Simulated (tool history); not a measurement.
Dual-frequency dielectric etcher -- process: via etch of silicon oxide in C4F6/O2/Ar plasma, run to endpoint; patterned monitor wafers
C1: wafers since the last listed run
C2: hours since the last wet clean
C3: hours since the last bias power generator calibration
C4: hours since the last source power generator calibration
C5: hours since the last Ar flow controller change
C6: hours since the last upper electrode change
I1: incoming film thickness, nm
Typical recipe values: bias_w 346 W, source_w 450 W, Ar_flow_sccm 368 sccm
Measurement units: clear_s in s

run 1 hour=0.0 | bias_w=346 source_w=450 Ar_flow_sccm=368 | C1=0 C2=115.1 C3=3551.2 C4=3818.7 C5=3081.5 C6=4608.3 | I1=138.7 | clear_s=34.5
run 2 hour=46.2 | bias_w=346 source_w=450 Ar_flow_sccm=368 | C1=692 C2=161.3 C3=3597.4 C4=3864.9 C5=3127.7 C6=4654.5 | I1=138.9 | clear_s=34.4
run 3 hour=117.6 | bias_w=346 source_w=450 Ar_flow_sccm=368 | C1=1070 C2=232.7 C3=3668.8 C4=3936.3 C5=3199.1 C6=4725.9 | I1=137.9 | clear_s=33.9
-- hour=263.7 wet clean of the chamber
run 4 hour=272.6 | bias_w=346 source_w=450 Ar_flow_sccm=368 | C1=1964 C2=8.9 C3=3823.8 C4=4091.3 C5=3354.1 C6=4880.9 | I1=139.2 | clear_s=34.4
run 5 hour=331.6 | bias_w=346 source_w=450 Ar_flow_sccm=368 | C1=884 C2=67.9 C3=3882.8 C4=4150.3 C5=3413.1 C6=4939.9 | I1=139.4 | clear_s=34.4
run 6 hour=393.5 | bias_w=346 source_w=450 Ar_flow_sccm=368 | C1=928 C2=129.8 C3=3944.7 C4=4212.2 C5=3475.0 C6=5001.8 | I1=138.6 | clear_s=34.7
run 7 hour=430.3 | bias_w=346 source_w=450 Ar_flow_sccm=368 | C1=551 C2=166.6 C3=3981.5 C4=4249.0 C5=3511.8 C6=5038.6 | I1=139.2 | clear_s=34.9
run 8 hour=494.4 | bias_w=346 source_w=450 Ar_flow_sccm=368 | C1=961 C2=230.7 C3=4045.6 C4=4313.1 C5=3575.9 C6=5102.7 | I1=138.1 | clear_s=35.5
-- hour=531.3 Ar flow controller replaced
run 9 hour=538.9 | bias_w=346 source_w=450 Ar_flow_sccm=368 | C1=577 C2=275.2 C3=4090.1 C4=4357.6 C5=7.6 C6=5147.2 | I1=138.7 | clear_s=35.4
run 10 hour=606.4 | bias_w=346 source_w=360 Ar_flow_sccm=368 | C1=1012 C2=342.7 C3=4157.6 C4=4425.1 C5=75.1 C6=5214.7 | I1=137.8 | clear_s=40.1
run 11 hour=657.6 | bias_w=346 source_w=400 Ar_flow_sccm=338 | C1=767 C2=393.9 C3=4208.8 C4=4476.3 C5=126.3 C6=5265.9 | I1=141.3 | clear_s=38.8
run 12 hour=721.3 | bias_w=346 source_w=480 Ar_flow_sccm=306 | C1=955 C2=457.6 C3=4272.5 C4=4540.0 C5=190.0 C6=5329.6 | I1=138.0 | clear_s=33.4
-- hour=752.5 wet clean of the chamber
-- hour=797.2 source power generator calibrated
-- hour=804.4 upper electrode replaced
run 13 hour=804.9 | bias_w=346 source_w=450 Ar_flow_sccm=368 | C1=726 C2=52.4 C3=4356.1 C4=7.7 C5=273.6 C6=0.5 | I1=139.2 | clear_s=34.3
run 14 hour=849.2 | bias_w=346 source_w=450 Ar_flow_sccm=447 | C1=664 C2=96.7 C3=4400.4 C4=52.0 C5=317.9 C6=44.8 | I1=139.4 | clear_s=35.6
run 15 hour=879.7 | bias_w=346 source_w=450 Ar_flow_sccm=368 | C1=457 C2=127.2 C3=4430.9 C4=82.5 C5=348.4 C6=75.3 | I1=138.2 | clear_s=34.9
-- hour=916.4 bias power generator calibrated
run 16 hour=950.7 | bias_w=346 source_w=450 Ar_flow_sccm=368 | C1=1004 C2=198.2 C3=34.3 C4=153.5 C5=419.4 C6=146.3 | I1=138.7 | clear_s=35.3
run 17 hour=1018.7 | bias_w=316 source_w=370 Ar_flow_sccm=397 | C1=1019 C2=266.2 C3=102.3 C4=221.5 C5=487.4 C6=214.3 | I1=139.7 | clear_s=41.9
run 18 hour=1068.8 | bias_w=271 source_w=560 Ar_flow_sccm=301 | C1=751 C2=316.3 C3=152.4 C4=271.6 C5=537.5 C6=264.4 | I1=139.3 | clear_s=33.7
run 19 hour=1117.3 | bias_w=266 source_w=450 Ar_flow_sccm=396 | C1=727 C2=364.8 C3=200.9 C4=320.1 C5=586.0 C6=312.9 | I1=139.6 | clear_s=40.1
-- hour=1160.7 wet clean of the chamber
run 20 hour=1161.2 | bias_w=346 source_w=450 Ar_flow_sccm=368 | C1=298 C2=0.5 C3=244.8 C4=364.0 C5=629.9 C6=356.8 | I1=138.4 | clear_s=34.0

Predict each of these 3 candidate next runs independently; none follows another, all start after run 20:
run A hour=1161.6 | bias_w=346 source_w=450 Ar_flow_sccm=368 | C1=5 C2=0.9 C3=245.2 C4=364.4 C5=630.3 C6=357.2 | I1=139.2 | clear_s=?
run B hour=1161.6 | bias_w=346 source_w=390 Ar_flow_sccm=368 | C1=5 C2=0.9 C3=245.2 C4=364.4 C5=630.3 C6=357.2 | I1=139.2 | clear_s=?
run C hour=1161.6 | bias_w=346 source_w=350 Ar_flow_sccm=306 | C1=5 C2=0.9 C3=245.2 C4=364.4 C5=630.3 C6=357.2 | I1=139.2 | clear_s=?

run=A clear_s=34.2
run=B clear_s=37.1
run=C clear_s=38.5
The same runs, with their run-to-run variation unchanged, on a tool lacking any hidden condition would have given:
run=A clear_s=34.4
run=B clear_s=37.4
run=C clear_s=38.8
